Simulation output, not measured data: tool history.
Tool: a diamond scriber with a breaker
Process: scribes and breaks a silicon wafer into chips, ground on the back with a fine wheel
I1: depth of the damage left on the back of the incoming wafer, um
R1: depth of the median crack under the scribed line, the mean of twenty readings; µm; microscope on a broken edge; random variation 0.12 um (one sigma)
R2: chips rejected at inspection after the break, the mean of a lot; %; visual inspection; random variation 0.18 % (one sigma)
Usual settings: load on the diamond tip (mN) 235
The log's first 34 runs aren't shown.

Run 35, hour 857.5: usual settings but load on the diamond tip (mN) 209; I1 2.76. Result: R1 6.49 µm, R2 8.96 %.
Run 36, hour 870.3: usual settings but load on the diamond tip (mN) 204; I1 2.7. Result: R1 6.59 µm, R2 9.4 %.
Run 37, hour 899.3: usual settings but load on the diamond tip (mN) 189; I1 2.58. Result: R1 6.08 µm, R2 11.93 %.
Run 38, hour 932.2: usual settings but load on the diamond tip (mN) 203; I1 1.54. Result: R1 6.32 µm, R2 5.4 %.
Run 39, hour 947.7: usual settings but load on the diamond tip (mN) 282; I1 1.77. Result: R1 7.68 µm, R2 2.62 %.
Run 40, hour 972.5: usual settings but load on the diamond tip (mN) 275; I1 2.15. Result: R1 7.47 µm, R2 3.15 %.
Run 41, hour 991: usual settings but load on the diamond tip (mN) 299; I1 1.71. Result: R1 7.89 µm, R2 2.78 %.
Run 42, hour 1015: usual settings but load on the diamond tip (mN) 255; I1 2.6. Result: R1 7.44 µm, R2 5.03 %.

Forecast each of these 4 alternatives for the next run:
Run A, hour 1015.6: usual settings but load on the diamond tip (mN) 172; I1 1.76. Result: R1 ?, R2 ?.
Run B, hour 1015.6: usual settings but load on the diamond tip (mN) 270; I1 1.76. Result: R1 ?, R2 ?.
Run C, hour 1015.6: usual settings but load on the diamond tip (mN) 166; I1 1.76. Result: R1 ?, R2 ?.
Run D, hour 1015.6: usual settings but load on the diamond tip (mN) 305; I1 1.76. Result: R1 ?, R2 ?.

run    R1     R2
  A  5.67  11.26
  B  7.29   2.39
  C  5.56  12.56
  D  7.83   3.01
Without the tool's hidden state the same runs would have given:
run    R1    R2
  A   6.1  6.99
  B  7.85  3.05
  C  5.98  7.98
  D  8.42  5.09

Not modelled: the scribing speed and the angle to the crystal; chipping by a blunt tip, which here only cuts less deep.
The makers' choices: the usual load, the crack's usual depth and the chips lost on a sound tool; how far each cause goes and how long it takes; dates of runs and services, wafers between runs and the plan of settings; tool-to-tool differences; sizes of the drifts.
